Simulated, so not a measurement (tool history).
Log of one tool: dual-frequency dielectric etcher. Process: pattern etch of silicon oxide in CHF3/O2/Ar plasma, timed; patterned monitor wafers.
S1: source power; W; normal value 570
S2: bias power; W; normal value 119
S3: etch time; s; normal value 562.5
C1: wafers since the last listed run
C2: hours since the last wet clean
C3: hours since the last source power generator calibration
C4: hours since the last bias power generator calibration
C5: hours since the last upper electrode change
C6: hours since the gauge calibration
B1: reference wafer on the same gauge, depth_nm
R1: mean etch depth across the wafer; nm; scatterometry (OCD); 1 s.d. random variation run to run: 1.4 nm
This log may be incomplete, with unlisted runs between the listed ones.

Run 1, day 0: usual settings but S3 666.5 s; C1 0; C2 320.3; C3 3974; C4 3588.2; C5 1723.5; C6 614.9; B1 884.8. Result: R1 1003.7 nm.
Run 2, day 1.917: usual settings; C1 206; C2 366.3; C3 4020; C4 3634.2; C5 1769.5; C6 660.9; B1 885.2. Result: R1 845.5 nm.
At day 4.938: wet clean of the chamber.
Run 3, day 4.958: usual settings; C1 220; C2 0.5; C3 4093; C4 3707.2; C5 1842.5; C6 733.9; B1 885. Result: R1 854.7 nm.
Run 4, day 6.533: usual settings; C1 170; C2 38.3; C3 4130.8; C4 3745; C5 1880.3; C6 771.7; B1 885.2. Result: R1 855.1 nm.
Run 5, day 7.992: usual settings; C1 157; C2 73.3; C3 4165.8; C4 3780; C5 1915.3; C6 806.7; B1 885.1. Result: R1 852.6 nm.
Run 6, day 9.55: usual settings; C1 168; C2 110.7; C3 4203.2; C4 3817.4; C5 1952.7; C6 844.1; B1 884.7. Result: R1 853.6 nm.
Run 7, day 10.792: usual settings; C1 134; C2 140.5; C3 4233; C4 3847.2; C5 1982.5; C6 873.9; B1 884.8. Result: R1 854.9 nm.
Run 8, day 17.296: usual settings; C1 702; C2 296.6; C3 4389.1; C4 4003.3; C5 2138.6; C6 1030; B1 884.8. Result: R1 850.7 nm.
At day 20.083: source power generator calibrated.
Run 9, day 20.104: usual settings; C1 285; C2 364; C3 0.5; C4 4070.7; C5 2206; C6 1097.4; B1 885.2. Result: R1 846.7 nm.
Run 10, day 21.988: usual settings but S3 497.5 s; C1 203; C2 409.2; C3 45.7; C4 4115.9; C5 2251.2; C6 1142.6; B1 885.1. Result: R1 747.6 nm.
Run 11, day 24.512: usual settings but S3 497.5 s; C1 272; C2 469.8; C3 106.3; C4 4176.5; C5 2311.8; C6 1203.2; B1 885.1. Result: R1 749.3 nm.
At day 25.892: wet clean of the chamber.
At day 26.721: bias power generator calibrated.
Run 12, day 26.742: usual settings; C1 114; C2 20.4; C3 159.8; C4 0.5; C5 2365.3; C6 1256.7; B1 885.1. Result: R1 845.4 nm.
Run 13, day 32.454: usual settings; C1 616; C2 157.5; C3 296.9; C4 137.6; C5 2502.4; C6 1393.8; B1 885. Result: R1 843.1 nm.
At day 34.579: upper electrode replaced.
Run 14, day 35.383: usual settings but S1 460 W; C1 208; C2 227.8; C3 367.2; C4 207.9; C5 19.3; C6 1464.1; B1 884.9. Result: R1 777.3 nm.
At day 37.358: gauge calibrated.
Run 15, day 37.862: usual settings but S1 440 W, S2 139 W, S3 663 s; C1 267; C2 287.3; C3 426.7; C4 267.4; C5 78.8; C6 12.1; B1 885.1. Result: R1 943.9 nm.
Run 16, day 42.992: usual settings but S2 144 W; C1 553; C2 410.4; C3 549.8; C4 390.5; C5 201.9; C6 135.2; B1 885.1. Result: R1 888.6 nm.
At day 45.358: wet clean of the chamber.
Run 17, day 45.379: usual settings but S1 680 W, S3 511 s; C1 149; C2 0.5; C3 607.1; C4 447.8; C5 259.2; C6 192.5; B1 885. Result: R1 821.9 nm.
Run 18, day 47.717: usual settings but S1 660 W, S2 145 W, S3 491.5 s; C1 252; C2 56.6; C3 663.2; C4 503.9; C5 315.3; C6 248.6; B1 885. Result: R1 832.8 nm.
Run 19, day 50.562: usual settings but S1 690 W, S2 142 W, S3 455 s; C1 307; C2 124.9; C3 731.5; C4 572.2; C5 383.6; C6 316.9; B1 885. Result: R1 775.7 nm.
Run 20, day 52.846: usual settings but S1 520 W; C1 246; C2 179.7; C3 786.3; C4 627; C5 438.4; C6 371.7; B1 885.2. Result: R1 811.6 nm.
Run 21, day 55.117: usual settings but S2 99 W, S3 457 s; C1 245; C2 234.2; C3 840.8; C4 681.5; C5 492.9; C6 426.2; B1 885.1. Result: R1 644.2 nm.
Run 22, day 57.771: usual settings; C1 286; C2 297.9; C3 904.5; C4 745.2; C5 556.6; C6 489.9; B1 885.1. Result: R1 839.9 nm.
Run 23, day 60.525: usual settings; C1 297; C2 364; C3 970.6; C4 811.3; C5 622.7; C6 556; B1 884.6. Result: R1 836.8 nm.
Run 24, day 62.938: usual settings; C1 260; C2 421.9; C3 1028.5; C4 869.2; C5 680.6; C6 613.9; B1 885.2. Result: R1 835.2 nm.
Run 25, day 65.212: usual settings but S1 500 W, S2 103 W, S3 455 s; C1 245; C2 476.5; C3 1083.1; C4 923.8; C5 735.2; C6 668.5; B1 884.8. Result: R1 614.1 nm.
At day 68.958: wet clean of the chamber.
Run 26, day 68.979: usual settings but S1 640 W, S3 701 s; C1 298; C2 0.5; C3 1173.5; C4 1014.2; C5 825.6; C6 758.9; B1 885. Result: R1 1107.1 nm.
Run 27, day 70.275: usual settings; C1 139; C2 31.6; C3 1204.6; C4 1045.3; C5 856.7; C6 790; B1 885.2. Result: R1 850.5 nm.
Run 28, day 73.042: usual settings; C1 298; C2 98; C3 1271; C4 1111.7; C5 923.1; C6 856.4; B1 885.2. Result: R1 846.7 nm.
Run 29, day 74.483: usual settings but S1 520 W, S2 98 W, S3 605 s; C1 155; C2 132.6; C3 1305.6; C4 1146.3; C5 957.7; C6 891; B1 885.1. Result: R1 827.9 nm.
Run 30, day 76.758: usual settings; C1 245; C2 187.2; C3 1360.2; C4 1200.9; C5 1012.3; C6 945.6; B1 885. Result: R1 844.2 nm.

How would selected steps in R1 from run to run divide? Give the signed amount a tool lacking its hidden state would still show from settings, what came in and random variation, and the signed amount left for the hidden state, including any gauge scatter that is not in both of the compared results.
Hidden conditions of the tool in this case: etch rate over this chamber's usual, %; source power that arrives over what is set, %; bias power that arrives over what is set, %; gauge reads high (%).
Run 2 -> 3: wet clean of the chamber. R1 +9.2 nm: hidden state +10.1, all else -0.9.
Run 16 -> 17: S1 570 -> 680, S2 144 -> 119, S3 562.5 -> 511, wet clean of the chamber. R1 -66.7 nm: hidden state +11.2, all else -77.9.
Run 24 -> 25: S1 570 -> 500, S2 119 -> 103, S3 562.5 -> 455. R1 -221.1 nm: hidden state +2.4, all else -223.5.
Run 25 -> 26: S1 500 -> 640, S2 103 -> 119, S3 455 -> 701, wet clean of the chamber. R1 +493 nm: hidden state +10.9, all else +482.1.
Run 26 -> 27: S1 640 -> 570, S3 701 -> 562.5. R1 -256.6 nm: hidden state -0.8, all else -255.8.
